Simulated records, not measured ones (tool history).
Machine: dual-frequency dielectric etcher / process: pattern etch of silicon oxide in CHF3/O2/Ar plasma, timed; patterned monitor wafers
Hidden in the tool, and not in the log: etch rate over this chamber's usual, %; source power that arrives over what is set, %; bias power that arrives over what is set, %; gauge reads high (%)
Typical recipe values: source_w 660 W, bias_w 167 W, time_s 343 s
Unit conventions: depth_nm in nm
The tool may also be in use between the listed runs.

run,hour,source_w,bias_w,time_s,wafers since the last listed run,hours since the last wet clean,hours since the last source power generator calibration,hours since the last bias power generator calibration,hours since the last upper electrode change,hours since the gauge calibration,"read-back reference wafer on the same gauge, depth_nm",depth_nm
1,0,550,167,343,0,190.8,2290.7,1553.9,5489.4,64.7,698.6,623.9
2,11.8,550,167,343,31,202.6,2302.5,1565.7,5501.2,76.5,699,636.2
3,28.9,550,167,343,45,219.7,2319.6,1582.8,5518.3,93.6,699.2,625.8
4,39.6,660,167,343,28,230.4,2330.3,1593.5,5529,104.3,698.6,679
5,51.4,660,167,343,31,242.2,2342.1,1605.3,5540.8,116.1,699.2,672.3
6,66.7,660,167,343,40,257.5,2357.4,1620.6,5556.1,131.4,699,663.4
7,84.4,660,167,343,47,275.2,2375.1,1638.3,5573.8,149.1,699.4,674.5
8,101.4,660,167,343,45,292.2,2392.1,1655.3,5590.8,166.1,699.2,671.6
9,110.2,660,167,343,23,301,2400.9,1664.1,5599.6,174.9,698.7,674.5
10,124.3,660,167,343,37,315.1,2415,1678.2,5613.7,189,698.9,664.1
11,136.5,660,167,343,32,327.3,2427.2,1690.4,5625.9,201.2,699.4,656.4
12,144.3,660,167,343,20,335.1,2435,1698.2,5633.7,209,699.7,671
# hour 182.7: upper electrode replaced
13,183.2,660,167,343,39,374,2473.9,1737.1,0.5,247.9,698.1,674.4
14,183.6,660,167,343,1,374.4,2474.3,1737.5,0.9,248.3,698.5,667.8
# hour 184.4: gauge calibrated
15,186.9,660,207,370.5,8,377.7,2477.6,1740.8,4.2,2.5,698.8,773.2
16,198.5,500,145,251.5,30,389.3,2489.2,1752.4,15.8,14.1,699.1,415.1
17,212.5,660,167,343,37,403.3,2503.2,1766.4,29.8,28.1,698.7,662.3
# hour 217.3: bias power generator calibrated
18,227.9,750,142,314.5,30,418.7,2518.6,10.6,45.2,43.5,698.9,601.9
19,240.2,660,167,343,32,431,2530.9,22.9,57.5,55.8,699.1,659.8
# hour 257.1: source power generator calibrated
# hour 277.9: wet clean of the chamber
20,278.4,820,206,434,35,0.5,21.3,61.1,95.7,94,699.4,1023.4
21,278.9,800,167,283,1,1,21.8,61.6,96.2,94.5,698.8,616.5
22,287.5,660,183,343,22,9.6,30.4,70.2,104.8,103.1,698.4,708.8
23,297.3,720,130,267,26,19.4,40.2,80,114.6,112.9,698.4,506.6
24,313.1,570,167,343,42,35.2,56,95.8,130.4,128.7,699.2,650.5
25,322.9,660,196,377.5,26,45,65.8,105.6,140.2,138.5,697.9,795.7
26,338.8,660,191,343,42,60.9,81.7,121.5,156.1,154.4,699.5,715.2
27,348.4,580,167,343,25,70.5,91.3,131.1,165.7,164,699.3,641.6
28,354.7,660,167,343,16,76.8,97.6,137.4,172,170.3,698.5,672.7

Here are 4 independent what-if runs from the current tool condition. What would each one return?
A,355.2,660,189,343,1,77.3,98.1,137.9,172.5,170.8,?,?
B,355.2,760,196,343,1,77.3,98.1,137.9,172.5,170.8,?,?
C,355.2,660,197,343,1,77.3,98.1,137.9,172.5,170.8,?,?
D,355.2,660,167,374.5,1,77.3,98.1,137.9,172.5,170.8,?,?

run,"read-back reference wafer on the same gauge, depth_nm",depth_nm
A,699.5,718.3
B,699.5,767.4
C,699.5,728.8
D,699.5,751.3
The same runs, with their run-to-run variation unchanged, on a tool lacking any hidden condition would have given:
run,depth_nm
A,728.7
B,778.5
C,739.3
D,762.2
